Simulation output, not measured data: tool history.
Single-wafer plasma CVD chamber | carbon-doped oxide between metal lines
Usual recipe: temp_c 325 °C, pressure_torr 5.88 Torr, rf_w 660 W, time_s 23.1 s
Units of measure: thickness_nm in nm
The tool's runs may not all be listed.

run,hour,temp_c,pressure_torr,rf_w,time_s,wafers since the last listed run,hours since the last thermocouple change,hours since the last RF generator calibration,hours since the last manometer calibration,hours since the showerhead was replaced,hours since the gauge calibration,"read-back reference wafer on the same gauge, thickness_nm",thickness_nm
1,0,325,5.88,660,23.1,0,724.6,100.6,704.1,3622.3,1451.3,202.03,170.028
2,90.2,325,5.88,660,23.1,1860,814.8,190.8,794.3,3712.5,1541.5,202.058,169.577
3,147.2,325,5.88,605,23.1,1175,871.8,247.8,851.3,3769.5,1598.5,202.178,162.712
4,220.4,325,5.88,605,23.1,1509,945,321,924.5,3842.7,1671.7,202.064,162.915
5,259.1,325,5.88,605,23.1,798,983.7,359.7,963.2,3881.4,1710.4,201.912,162.928
6,301.5,325,5.88,660,19.6,874,1026.1,402.1,1005.6,3923.8,1752.8,202.055,144.255
7,346.9,325,5.88,660,19.6,936,1071.5,447.5,1051,3969.2,1798.2,201.977,143.035
8,411.8,325,5.88,660,19.6,1338,1136.4,512.4,1115.9,4034.1,1863.1,201.698,143.71
9,494.4,325,5.88,660,23.1,1703,1219,595,1198.5,4116.7,1945.7,202.118,168.067
10,586.3,325,5.88,660,23.1,1895,1310.9,686.9,1290.4,4208.6,2037.6,201.985,167.639
11,622.8,325,5.88,660,23.1,752,1347.4,723.4,1326.9,4245.1,2074.1,202.045,168.277
12,700.4,325,5.88,660,23.1,1600,1425,801,1404.5,4322.7,2151.7,202.051,167.525
13,755.9,316,5.88,660,23.1,1144,1480.5,856.5,1460,4378.2,2207.2,201.897,173.967
# hour 793.7: showerhead replaced
14,841.1,337,5.88,660,21.3,1592,1565.7,941.7,1545.2,47.4,2292.4,202.026,146.8
# hour 881.6: capacitance manometer re-zeroed and calibrated
15,882.1,325,5.88,660,23.1,680,1606.7,982.7,0.5,88.4,2333.4,201.934,166.715
16,940,325,5.88,660,23.1,1194,1664.6,1040.6,58.4,146.3,2391.3,202.223,167.015
# hour 946.2: gauge calibrated
# hour 998.8: RF generator calibrated
17,999.5,325,4.47,600,19.9,1062,1724.1,0.7,117.9,205.8,53.3,201.969,137.127
18,1064.6,338,6.4,725,25.5,1342,1789.2,65.8,183,270.9,118.4,201.827,187.03
19,1117.1,321,7.17,735,27.1,1082,1841.7,118.3,235.5,323.4,170.9,202.093,215.573
20,1188.8,316,5.88,660,23.1,1478,1913.4,190,307.2,395.1,242.6,201.979,176.793
21,1257.1,331,5.88,660,23.1,1408,1981.7,258.3,375.5,463.4,310.9,202.151,165.378
# hour 1326.2: thermocouple changed; heater temperature recalibrated
22,1335.6,325,5.88,660,23.1,1454,9.4,336.8,454,541.9,389.4,202.164,169.703
23,1386.2,330,4.44,620,25.6,1043,60,387.4,504.6,592.5,440,201.987,171.078
24,1447.9,318,5.88,660,27.2,1272,121.7,449.1,566.3,654.2,501.7,202.149,204.365
25,1528.3,325,4.85,750,23.1,1658,202.1,529.5,646.7,734.6,582.1,202.071,172.759
26,1594.3,325,6.8,660,23.1,1361,268.1,595.5,712.7,800.6,648.1,202.067,171.061
27,1649.9,325,5.88,740,23.1,1146,323.7,651.1,768.3,856.2,703.7,201.87,177.451
28,1755.7,320,7.03,775,25.5,2182,429.5,756.9,874.1,962,809.5,202.135,205.964

Forecast each of these 4 alternatives for the next run:
A,1756.1,325,5.88,660,23.1,8,429.9,757.3,874.5,962.4,809.9,?,?
B,1756.1,318,6.93,560,25.3,8,429.9,757.3,874.5,962.4,809.9,?,?
C,1756.1,335,6.57,575,21.6,8,429.9,757.3,874.5,962.4,809.9,?,?
D,1756.1,319,7.22,695,27.2,8,429.9,757.3,874.5,962.4,809.9,?,?

run,"read-back reference wafer on the same gauge, thickness_nm",thickness_nm
A,202.061,168.023
B,202.061,180.066
C,202.061,144.674
D,202.061,210.461
Take away the tool's hidden state, keep each run's random variation, and the runs would have read:
run,thickness_nm
A,171.051
B,183.347
C,147.31
D,214.215
